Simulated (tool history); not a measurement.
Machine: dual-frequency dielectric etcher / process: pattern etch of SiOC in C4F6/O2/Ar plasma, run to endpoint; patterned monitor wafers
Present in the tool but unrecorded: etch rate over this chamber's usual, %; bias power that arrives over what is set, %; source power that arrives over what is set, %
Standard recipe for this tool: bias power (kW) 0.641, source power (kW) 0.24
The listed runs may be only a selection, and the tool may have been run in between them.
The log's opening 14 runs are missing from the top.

run,hour,bias power (kW),source power (kW),wafers since the last listed run,hours since the last wet clean,hours since the last bias power generator calibration,hours since the last source power generator calibration,hours since the last upper electrode change,"incoming incoming film thickness, nm",endpoint time (s)
# hour 678.8: upper electrode replaced
15,679.3,0.714,0.21,519,243.2,1063.9,3987,0.5,49.5,17.7
16,698.6,0.699,0.29,324,262.5,1083.2,4006.3,19.8,50.2,15.6
17,742.1,0.641,0.24,731,306,1126.7,4049.8,63.3,49.7,17.5
# hour 810.9: wet clean of the chamber
18,811.4,0.553,0.2,761,0.5,1196,4119.1,132.6,50.2,21
19,846,0.641,0.24,581,35.1,1230.6,4153.7,167.2,49.9,17.4
20,889.8,0.531,0.26,736,78.9,1274.4,4197.5,211,50.6,18.8
21,959.7,0.641,0.3,1175,148.8,1344.3,4267.4,280.9,50.4,15.9
22,1002.3,0.739,0.24,716,191.4,1386.9,4310,323.5,50.8,16.7
23,1026.4,0.641,0.24,405,215.5,1411,4334.1,347.6,49.9,17.5
# hour 1059.4: source power generator calibrated
24,1112,0.583,0.28,1372,301.1,1496.6,52.6,433.2,50.5,17.4
25,1140.3,0.708,0.22,475,329.4,1524.9,80.9,461.5,50.8,17.7
# hour 1171.8: bias power generator calibrated
# hour 1176.6: wet clean of the chamber
26,1204.7,0.641,0.2,934,28.1,32.9,145.3,525.9,50.3,19.8
27,1269.1,0.641,0.24,1082,92.5,97.3,209.7,590.3,50.2,17.9
28,1296,0.5,0.18,452,119.4,124.2,236.6,617.2,49.9,23.5
29,1355.8,0.641,0.19,1005,179.2,184,296.4,677,50.1,19.9
30,1412.9,0.511,0.24,960,236.3,241.1,353.5,734.1,50.7,20.3
31,1454.2,0.641,0.24,694,277.6,282.4,394.8,775.4,50.5,18
32,1492.2,0.77,0.24,638,315.6,320.4,432.8,813.4,50.1,16.4
# hour 1554.6: wet clean of the chamber
33,1557,0.538,0.26,686,2.4,385.2,497.6,878.2,50,18.7
34,1586.6,0.729,0.3,497,32,414.8,527.2,907.8,50.1,15

Alternative continuations, all from the tool just after run 34; predict every row:
A,1587,0.641,0.21,6,32.4,415.2,527.6,908.2,49.5,?
B,1587,0.511,0.21,6,32.4,415.2,527.6,908.2,49.5,?
C,1587,0.725,0.24,6,32.4,415.2,527.6,908.2,49.5,?
D,1587,0.499,0.26,6,32.4,415.2,527.6,908.2,49.5,?
E,1587,0.545,0.24,6,32.4,415.2,527.6,908.2,49.5,?

run,endpoint time (s)
A,18.8
B,21.1
C,16.6
D,19.3
E,19.1
Stripped of hidden state, with their random variation kept, the same runs would have yielded:
run,endpoint time (s)
A,18.9
B,21.3
C,16.7
D,19.4
E,19.2
